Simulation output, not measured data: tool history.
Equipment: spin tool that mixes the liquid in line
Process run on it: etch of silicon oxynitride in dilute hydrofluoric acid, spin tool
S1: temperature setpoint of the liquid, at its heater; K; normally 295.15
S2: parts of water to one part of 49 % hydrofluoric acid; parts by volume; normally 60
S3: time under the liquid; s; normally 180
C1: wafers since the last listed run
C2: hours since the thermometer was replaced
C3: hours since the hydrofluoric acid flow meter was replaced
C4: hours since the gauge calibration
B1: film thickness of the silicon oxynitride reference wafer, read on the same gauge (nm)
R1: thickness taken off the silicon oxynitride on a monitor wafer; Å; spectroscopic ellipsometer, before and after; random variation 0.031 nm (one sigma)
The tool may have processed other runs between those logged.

run     day      S1  S2   S3   C1      C2     C3     C4     B1    R1
  1   0.000  295.15  60  180    0  1290.3  443.3  180.2  70.02  54.2
  2   1.046  295.15  80  180  155  1315.4  468.4  205.3  70.04  39.9
  3   1.796  291.15  60  180  111  1333.4  486.4  223.3  70.01  44.1
  4   3.162  291.15  60  180  203  1366.2  519.2  256.1  70.02  43.7
  5   4.433  291.15  60  180  189  1396.7  549.7  286.6  70.00  43.9
  6   4.983  293.15  60  180   81  1409.9  562.9  299.8  70.00  48.6
  7   6.212  293.15  60  180  183  1439.4  592.4  329.3  70.00  48.8
      7.254  -- gauge calibrated
  8   7.392  293.15  60  180  175  1467.7  620.7    3.3  69.98  48.8
  9   8.029  295.15  60  180   94  1483.0  636.0   18.6  70.02  54.7
 10   9.183  295.15  60  180  171  1510.7  663.7   46.3  70.01  54.4
 11  10.554  295.15  60  180  204  1543.6  696.6   79.2  70.02  53.9
 12  11.225  295.15  90   95   99  1559.7  712.7   95.3  70.01  18.5
 13  12.562  298.65  80  180  199  1591.8  744.8  127.4  70.04  47.5
 14  13.267  293.15  60  180  104  1608.7  761.7  144.3  70.00  49.1
 15  14.500  292.15  70  180  183  1638.3  791.3  173.9  70.02  39.9
     15.488  -- thermometer replaced
 16  15.917  295.15  75  140  204    10.3  825.3  207.9  70.01  33.0
 17  16.896  292.65  60  110  145    33.8  848.8  231.4  70.01  29.1
     17.421  -- hydrofluoric acid flow meter replaced
 18  18.254  295.15  60  150  196    66.4   20.0  264.0  70.00  44.8
 19  19.075  295.15  35  180  122    86.1   39.7  283.7  69.96  94.2
 20  20.475  295.15  60  180  208   119.7   73.3  317.3  69.98  53.7
 21  21.879  291.15  60  180  209   153.4  107.0  351.0  69.98  43.8
 22  22.646  295.15  40  180  114   171.8  125.4  369.4  69.98  82.6
 23  23.608  295.15  60  180  143   194.9  148.5  392.5  69.99  53.7

For each entry between runs, how does the tool's hidden state at the last listed run before it compare with that at the first listed run after it?
Between runs 7 and 8: gauge calibrated (day 7.254)
  no hidden state differs between the two runs
Between runs 15 and 16: thermometer replaced (day 15.488)
  no hidden state differs between the two runs
Between runs 17 and 18: hydrofluoric acid flow meter replaced (day 17.421)
  no hidden state differs between the two runs
